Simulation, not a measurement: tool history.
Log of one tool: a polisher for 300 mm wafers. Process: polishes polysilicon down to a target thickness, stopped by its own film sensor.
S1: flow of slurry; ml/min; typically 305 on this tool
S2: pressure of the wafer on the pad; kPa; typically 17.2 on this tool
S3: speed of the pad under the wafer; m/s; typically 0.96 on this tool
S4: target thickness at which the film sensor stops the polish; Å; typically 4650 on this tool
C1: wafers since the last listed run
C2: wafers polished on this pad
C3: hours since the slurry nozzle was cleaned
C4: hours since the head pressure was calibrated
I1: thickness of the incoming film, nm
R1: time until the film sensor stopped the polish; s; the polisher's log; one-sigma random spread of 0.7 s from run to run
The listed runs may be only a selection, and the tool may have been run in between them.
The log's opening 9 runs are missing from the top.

At hour 802.9: slurry nozzle cleaned.
At hour 849.7: head pressure recalibrated.
Run 10, hour 988.4: usual settings but S4 4110 Å; C1 1600; C2 1616; C3 185.5; C4 138.7; I1 1064.5. Result: R1 80.3 s.
Run 11, hour 1090.5: usual settings; C1 709; C2 2325; C3 287.6; C4 240.8; I1 1059.6. Result: R1 73.1 s.
At hour 1216: worn pad replaced by a new one.
Run 12, hour 1279: usual settings; C1 1281; C2 437; C3 476.1; C4 429.3; I1 1041. Result: R1 74 s.
At hour 1300: head pressure recalibrated.
At hour 1310: slurry nozzle cleaned.
Run 13, hour 1363.3: usual settings; C1 564; C2 1001; C3 53.3; C4 63.3; I1 1057.1. Result: R1 72.9 s.
Run 14, hour 1406.9: usual settings but S4 6040 Å; C1 302; C2 1304; C3 96.9; C4 106.9; I1 1059. Result: R1 54.9 s.
Run 15, hour 1451: usual settings but S4 6040 Å; C1 306; C2 1610; C3 141; C4 151; I1 1068.1. Result: R1 56.8 s.
Run 16, hour 1522.5: usual settings but S1 260 ml/min, S2 18.6 kPa, S4 5650 Å; C1 496; C2 2107; C3 212.5; C4 222.5; I1 1053.8. Result: R1 56.6 s.
Run 17, hour 1576.6: usual settings but S2 11.7 kPa; C1 375; C2 2483; C3 266.6; C4 276.6; I1 1064.5. Result: R1 107.9 s.

Run 18 comes next. What will it give?
Run 18, hour 1674.3: usual settings but S1 255 ml/min, S3 0.84 m/s, S4 5930 Å; C1 678; C2 3161; C3 364.3; C4 374.3; I1 1058.8. Result: R1 ?.

R1: 66.7 s
The same run, on a tool lacking any hidden state, would have yielded R1 63.4 s.

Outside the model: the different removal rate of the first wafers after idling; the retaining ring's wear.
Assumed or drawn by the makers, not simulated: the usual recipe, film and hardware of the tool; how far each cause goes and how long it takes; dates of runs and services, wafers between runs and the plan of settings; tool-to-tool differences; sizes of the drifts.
